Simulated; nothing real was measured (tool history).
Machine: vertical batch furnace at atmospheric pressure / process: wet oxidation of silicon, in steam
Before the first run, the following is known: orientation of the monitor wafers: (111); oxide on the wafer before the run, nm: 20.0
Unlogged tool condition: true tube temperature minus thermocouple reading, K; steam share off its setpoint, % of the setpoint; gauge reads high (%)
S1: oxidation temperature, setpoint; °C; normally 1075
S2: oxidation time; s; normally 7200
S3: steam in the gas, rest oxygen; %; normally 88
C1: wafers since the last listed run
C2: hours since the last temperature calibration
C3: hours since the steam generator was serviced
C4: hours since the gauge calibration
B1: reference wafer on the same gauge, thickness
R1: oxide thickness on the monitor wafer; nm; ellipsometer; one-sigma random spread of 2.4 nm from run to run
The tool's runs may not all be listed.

run	hour	S1	S2	S3	C1	C2	C3	C4	B1	R1
1	0.0	1075	7200	88	0	3031.8	2091.3	562.0	1051.44	941.38
2	69.3	1075	7200	88	1153	3101.1	2160.6	631.3	1052.36	935.91
3	154.5	1075	7200	88	1417	3186.3	2245.8	716.5	1052.10	937.72
4	246.8	1058	7200	88	1535	3278.6	2338.1	808.8	1051.88	880.78
5	335.4	1058	7200	88	1474	3367.2	2426.7	897.4	1052.17	877.84
# hour 476.0: gauge calibrated
# hour 619.3: steam generator serviced
6	620.5	1058	7200	88	4344	3652.3	1.2	144.5	1052.09	901.94
# hour 675.5: thermocouples replaced and temperature profile calibrated
7	712.1	1075	7200	88	1124	36.6	92.8	236.1	1051.53	958.97
8	749.5	1061	5550	81	622	74.0	130.2	273.5	1051.93	756.28
9	799.2	1061	5310	93	826	123.7	179.9	323.2	1052.04	797.42
10	849.9	1075	9240	95	843	174.4	230.6	373.9	1052.49	1136.30
11	905.6	1086	4680	80	926	230.1	286.3	429.6	1051.66	746.78
12	987.2	1057	9870	97	1357	311.7	367.9	511.2	1052.22	1119.87
13	1044.2	1075	7200	88	948	368.7	424.9	568.2	1052.51	956.10
14	1147.5	1075	7200	88	1718	472.0	528.2	671.5	1052.36	954.72

4 ways to go on from here, each from the tool as it stands after run 14. What would each give?
A	1152.6	1075	7200	88	84	477.1	533.3	676.6	?	?
B	1152.6	1075	7200	92	84	477.1	533.3	676.6	?	?
C	1152.6	1075	4140	88	84	477.1	533.3	676.6	?	?
D	1152.6	1075	9870	81	84	477.1	533.3	676.6	?	?

run	B1	R1
A	1052.03	957.29
B	1052.03	980.22
C	1052.03	711.01
D	1052.03	1083.12
The same runs, with their run-to-run variation unchanged, on a tool lacking any hidden condition would have given:
run	R1
A	962.68
B	985.73
C	715.09
D	1089.18

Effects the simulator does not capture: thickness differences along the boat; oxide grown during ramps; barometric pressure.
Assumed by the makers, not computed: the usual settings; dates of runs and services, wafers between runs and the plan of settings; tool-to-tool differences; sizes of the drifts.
